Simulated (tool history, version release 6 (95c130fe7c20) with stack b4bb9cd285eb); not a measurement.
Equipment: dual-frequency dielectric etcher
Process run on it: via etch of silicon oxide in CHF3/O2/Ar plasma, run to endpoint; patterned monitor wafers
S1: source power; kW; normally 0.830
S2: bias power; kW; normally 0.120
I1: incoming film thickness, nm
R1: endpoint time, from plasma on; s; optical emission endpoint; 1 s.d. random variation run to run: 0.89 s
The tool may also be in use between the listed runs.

run	hour	S1	S2	I1	R1
1	0.0	0.740	0.120	608.9	280.6
2	13.9	0.740	0.120	605.7	278.7
3	31.8	0.830	0.120	606.2	264.9
4	45.4	0.830	0.120	601.8	261.7
5	56.8	0.830	0.120	606.1	264.5
6	66.9	0.830	0.120	609.7	267.0
7	73.5	0.830	0.120	614.7	268.0
8	86.0	0.830	0.120	607.2	265.0
9	92.3	0.830	0.120	607.6	265.3
# hour 123.0: wet clean of the chamber
10	123.5	0.830	0.120	600.4	266.8
11	123.9	0.830	0.120	599.2	267.2
# hour 127.7: source power generator calibrated
12	128.2	0.830	0.120	603.8	268.1
13	136.3	0.830	0.120	605.7	268.7
14	143.8	0.740	0.120	608.6	283.1
15	151.1	0.830	0.106	596.8	270.8
# hour 195.7: bias power generator calibrated
16	196.2	0.830	0.128	608.7	266.2
17	207.1	0.740	0.120	608.6	282.3
18	225.0	0.640	0.149	611.4	288.6
# hour 261.6: upper electrode replaced
19	262.1	0.710	0.134	607.7	280.8
20	262.5	0.640	0.135	607.4	293.8
21	267.4	0.930	0.120	605.3	256.0
22	275.7	0.620	0.093	603.6	317.2
23	299.1	0.830	0.120	609.4	268.4
24	315.7	0.830	0.120	603.7	266.8
25	329.7	0.760	0.098	607.3	286.4
26	339.9	0.710	0.109	606.2	289.9
27	346.4	0.680	0.130	605.3	285.6

5 options for the next run, each taken on its own from the tool as it stands now. Forecast them:
A	346.9	0.830	0.120	605.6	?
B	346.9	0.830	0.143	605.6	?
C	346.9	0.780	0.108	605.6	?
D	346.9	0.950	0.120	605.6	?
E	346.9	0.940	0.140	605.6	?

run	R1
A	268.2
B	259.5
C	280.2
D	253.8
E	247.8
Take away the tool's hidden state, keep each run's random variation, and the runs would have read:
run	R1
A	271.7
B	262.9
C	283.8
D	257.1
E	251.0

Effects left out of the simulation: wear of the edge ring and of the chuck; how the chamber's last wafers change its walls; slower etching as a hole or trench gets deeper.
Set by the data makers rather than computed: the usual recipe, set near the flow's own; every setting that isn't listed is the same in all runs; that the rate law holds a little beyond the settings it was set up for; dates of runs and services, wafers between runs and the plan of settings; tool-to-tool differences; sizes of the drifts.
